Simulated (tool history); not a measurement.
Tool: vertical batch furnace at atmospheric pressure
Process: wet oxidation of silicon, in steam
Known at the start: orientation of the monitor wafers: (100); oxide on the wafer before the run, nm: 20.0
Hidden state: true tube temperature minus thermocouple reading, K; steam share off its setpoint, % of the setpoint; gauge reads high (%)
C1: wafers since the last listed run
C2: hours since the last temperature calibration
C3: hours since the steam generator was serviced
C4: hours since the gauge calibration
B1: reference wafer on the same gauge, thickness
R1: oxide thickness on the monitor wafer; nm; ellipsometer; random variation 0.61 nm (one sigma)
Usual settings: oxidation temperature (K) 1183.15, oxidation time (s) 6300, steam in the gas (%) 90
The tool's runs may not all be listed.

{"run": 1, "hour": 0.0, "oxidation temperature (K)": 1183.15, "oxidation time (s)": 4770, "steam in the gas (%)": 90, "C1": 0, "C2": 2259.4, "C3": 1538.2, "C4": 998.7, "B1": 265.1, "R1": 222.01}
{"run": 2, "hour": 105.7, "oxidation temperature (K)": 1183.15, "oxidation time (s)": 6300, "steam in the gas (%)": 90, "C1": 1191, "C2": 2365.1, "C3": 1643.9, "C4": 1104.4, "B1": 264.83, "R1": 275.64}
{"run": 3, "hour": 192.2, "oxidation temperature (K)": 1183.15, "oxidation time (s)": 6300, "steam in the gas (%)": 90, "C1": 974, "C2": 2451.6, "C3": 1730.4, "C4": 1190.9, "B1": 264.69, "R1": 276.42}
{"run": 4, "hour": 289.1, "oxidation temperature (K)": 1183.15, "oxidation time (s)": 6300, "steam in the gas (%)": 90, "C1": 1092, "C2": 2548.5, "C3": 1827.3, "C4": 1287.8, "B1": 264.86, "R1": 275.43}
{"run": 5, "hour": 368.2, "oxidation temperature (K)": 1183.15, "oxidation time (s)": 8070, "steam in the gas (%)": 90, "C1": 891, "C2": 2627.6, "C3": 1906.4, "C4": 1366.9, "B1": 264.84, "R1": 333.4}
{"run": 6, "hour": 506.7, "oxidation temperature (K)": 1183.15, "oxidation time (s)": 8070, "steam in the gas (%)": 90, "C1": 1561, "C2": 2766.1, "C3": 2044.9, "C4": 1505.4, "B1": 264.79, "R1": 333.37}
{"run": 7, "hour": 580.1, "oxidation temperature (K)": 1172.15, "oxidation time (s)": 6300, "steam in the gas (%)": 97, "C1": 827, "C2": 2839.5, "C3": 2118.3, "C4": 1578.8, "B1": 264.85, "R1": 259.7}
{"run": 8, "hour": 638.2, "oxidation temperature (K)": 1172.15, "oxidation time (s)": 6300, "steam in the gas (%)": 97, "C1": 654, "C2": 2897.6, "C3": 2176.4, "C4": 1636.9, "B1": 264.83, "R1": 259.09}
{"run": 9, "hour": 720.3, "oxidation temperature (K)": 1183.15, "oxidation time (s)": 6300, "steam in the gas (%)": 90, "C1": 925, "C2": 2979.7, "C3": 2258.5, "C4": 1719, "B1": 264.79, "R1": 275.27}
{"run": 10, "hour": 812.7, "oxidation temperature (K)": 1183.15, "oxidation time (s)": 6300, "steam in the gas (%)": 90, "C1": 1041, "C2": 3072.1, "C3": 2350.9, "C4": 1811.4, "B1": 264.85, "R1": 275.18}
{"run": 11, "hour": 885.9, "oxidation temperature (K)": 1183.15, "oxidation time (s)": 8610, "steam in the gas (%)": 90, "C1": 825, "C2": 3145.3, "C3": 2424.1, "C4": 1884.6, "B1": 264.94, "R1": 347.63}
{"run": 12, "hour": 968.1, "oxidation temperature (K)": 1183.15, "oxidation time (s)": 8610, "steam in the gas (%)": 90, "C1": 926, "C2": 3227.5, "C3": 2506.3, "C4": 1966.8, "B1": 265, "R1": 349.79}
{"run": 13, "hour": 1046.9, "oxidation temperature (K)": 1183.15, "oxidation time (s)": 8610, "steam in the gas (%)": 90, "C1": 888, "C2": 3306.3, "C3": 2585.1, "C4": 2045.6, "B1": 265.01, "R1": 348.88}
{"run": 14, "hour": 1135.5, "oxidation temperature (K)": 1202.15, "oxidation time (s)": 6300, "steam in the gas (%)": 90, "C1": 998, "C2": 3394.9, "C3": 2673.7, "C4": 2134.2, "B1": 265.02, "R1": 327.95}
{"hour": 1163.9, "done": "gauge calibrated"}
{"run": 15, "hour": 1181.6, "oxidation temperature (K)": 1192.15, "oxidation time (s)": 6300, "steam in the gas (%)": 90, "C1": 519, "C2": 3441, "C3": 2719.8, "C4": 17.7, "B1": 264.66, "R1": 299.65}
{"run": 16, "hour": 1254.9, "oxidation temperature (K)": 1192.15, "oxidation time (s)": 6300, "steam in the gas (%)": 90, "C1": 826, "C2": 3514.3, "C3": 2793.1, "C4": 91, "B1": 265.23, "R1": 297.77}
{"run": 17, "hour": 1361.4, "oxidation temperature (K)": 1183.15, "oxidation time (s)": 6300, "steam in the gas (%)": 90, "C1": 1200, "C2": 3620.8, "C3": 2899.6, "C4": 197.5, "B1": 264.77, "R1": 274.61}
{"hour": 1399.2, "done": "steam generator serviced"}
{"run": 18, "hour": 1447.3, "oxidation temperature (K)": 1172.15, "oxidation time (s)": 6300, "steam in the gas (%)": 97, "C1": 697, "C2": 3706.7, "C3": 48.1, "C4": 283.4, "B1": 265.07, "R1": 260.85}
{"run": 19, "hour": 1521.7, "oxidation temperature (K)": 1183.15, "oxidation time (s)": 4320, "steam in the gas (%)": 82, "C1": 838, "C2": 3781.1, "C3": 122.5, "C4": 357.8, "B1": 265.01, "R1": 192}
{"run": 20, "hour": 1619.6, "oxidation temperature (K)": 1183.15, "oxidation time (s)": 6300, "steam in the gas (%)": 94, "C1": 1103, "C2": 3879, "C3": 220.4, "C4": 455.7, "B1": 265.01, "R1": 286.53}
{"hour": 1647.8, "done": "thermocouples replaced and temperature profile calibrated"}
{"run": 21, "hour": 1720.2, "oxidation temperature (K)": 1183.15, "oxidation time (s)": 6300, "steam in the gas (%)": 90, "C1": 863, "C2": 72.4, "C3": 321, "C4": 556.3, "B1": 265.02, "R1": 272.4}
{"run": 22, "hour": 1821.9, "oxidation temperature (K)": 1183.15, "oxidation time (s)": 6300, "steam in the gas (%)": 90, "C1": 1146, "C2": 174.1, "C3": 422.7, "C4": 658, "B1": 264.98, "R1": 273.15}
{"run": 23, "hour": 1911.2, "oxidation temperature (K)": 1163.15, "oxidation time (s)": 4230, "steam in the gas (%)": 90, "C1": 1006, "C2": 263.4, "C3": 512, "C4": 747.3, "B1": 265.05, "R1": 157.46}
{"run": 24, "hour": 2015.7, "oxidation temperature (K)": 1167.15, "oxidation time (s)": 5310, "steam in the gas (%)": 97, "C1": 1177, "C2": 367.9, "C3": 616.5, "C4": 851.8, "B1": 265.21, "R1": 210.03}
{"run": 25, "hour": 2100.8, "oxidation temperature (K)": 1183.15, "oxidation time (s)": 6300, "steam in the gas (%)": 80, "C1": 959, "C2": 453, "C3": 701.6, "C4": 936.9, "B1": 264.8, "R1": 249.76}
{"run": 26, "hour": 2202.2, "oxidation temperature (K)": 1183.15, "oxidation time (s)": 3270, "steam in the gas (%)": 97, "C1": 1142, "C2": 554.4, "C3": 803, "C4": 1038.3, "B1": 264.89, "R1": 173.67}
{"run": 27, "hour": 2244.6, "oxidation temperature (K)": 1183.15, "oxidation time (s)": 6300, "steam in the gas (%)": 90, "C1": 477, "C2": 596.8, "C3": 845.4, "C4": 1080.7, "B1": 264.82, "R1": 274.06}
{"run": 28, "hour": 2314.6, "oxidation temperature (K)": 1164.15, "oxidation time (s)": 8850, "steam in the gas (%)": 97, "C1": 788, "C2": 666.8, "C3": 915.4, "C4": 1150.7, "B1": 265.12, "R1": 304.46}
{"run": 29, "hour": 2422.0, "oxidation temperature (K)": 1162.15, "oxidation time (s)": 6300, "steam in the gas (%)": 83, "C1": 1210, "C2": 774.2, "C3": 1022.8, "C4": 1258.1, "B1": 264.97, "R1": 200.74}
{"run": 30, "hour": 2486.8, "oxidation temperature (K)": 1183.15, "oxidation time (s)": 4800, "steam in the gas (%)": 90, "C1": 730, "C2": 839, "C3": 1087.6, "C4": 1322.9, "B1": 264.78, "R1": 222.26}
{"run": 31, "hour": 2548.0, "oxidation temperature (K)": 1183.15, "oxidation time (s)": 7500, "steam in the gas (%)": 90, "C1": 689, "C2": 900.2, "C3": 1148.8, "C4": 1384.1, "B1": 265.12, "R1": 312.21}
{"run": 32, "hour": 2645.8, "oxidation temperature (K)": 1183.15, "oxidation time (s)": 3450, "steam in the gas (%)": 80, "C1": 1102, "C2": 998, "C3": 1246.6, "C4": 1481.9, "B1": 264.96, "R1": 156.33}
{"run": 33, "hour": 2722.7, "oxidation temperature (K)": 1183.15, "oxidation time (s)": 6300, "steam in the gas (%)": 97, "C1": 866, "C2": 1074.9, "C3": 1323.5, "C4": 1558.8, "B1": 265.2, "R1": 292.44}
{"run": 34, "hour": 2792.0, "oxidation temperature (K)": 1183.15, "oxidation time (s)": 6300, "steam in the gas (%)": 90, "C1": 781, "C2": 1144.2, "C3": 1392.8, "C4": 1628.1, "B1": 265.27, "R1": 274.26}
{"run": 35, "hour": 2844.6, "oxidation temperature (K)": 1183.15, "oxidation time (s)": 6300, "steam in the gas (%)": 90, "C1": 592, "C2": 1196.8, "C3": 1445.4, "C4": 1680.7, "B1": 265, "R1": 274.76}

How the hidden state differs across the entries between the runs, from the last listed run before each to the first after it:
Between runs 14 and 15: gauge calibrated (hour 1163.9)
  true tube temperature minus thermocouple reading, K: 2.31 -> 2.32; steam share off its setpoint, % of the setpoint: -1.66 -> -1.72
  measured less the result without the state, R1: +2.55 -> +2.56 nm
Between runs 17 and 18: steam generator serviced (hour 1399.2)
  true tube temperature minus thermocouple reading, K: 2.35 -> 2.36; steam share off its setpoint, % of the setpoint: -1.95 -> -0.374
  measured less the result without the state, R1: +2.45 -> +6.46 nm
Between runs 20 and 21: thermocouples replaced and temperature profile calibrated (hour 1647.8)
  true tube temperature minus thermocouple reading, K: 2.38 -> 0.62; steam share off its setpoint, % of the setpoint: -0.384 -> -0.397
  measured less the result without the state, R1: +6.08 -> +0.92 nm

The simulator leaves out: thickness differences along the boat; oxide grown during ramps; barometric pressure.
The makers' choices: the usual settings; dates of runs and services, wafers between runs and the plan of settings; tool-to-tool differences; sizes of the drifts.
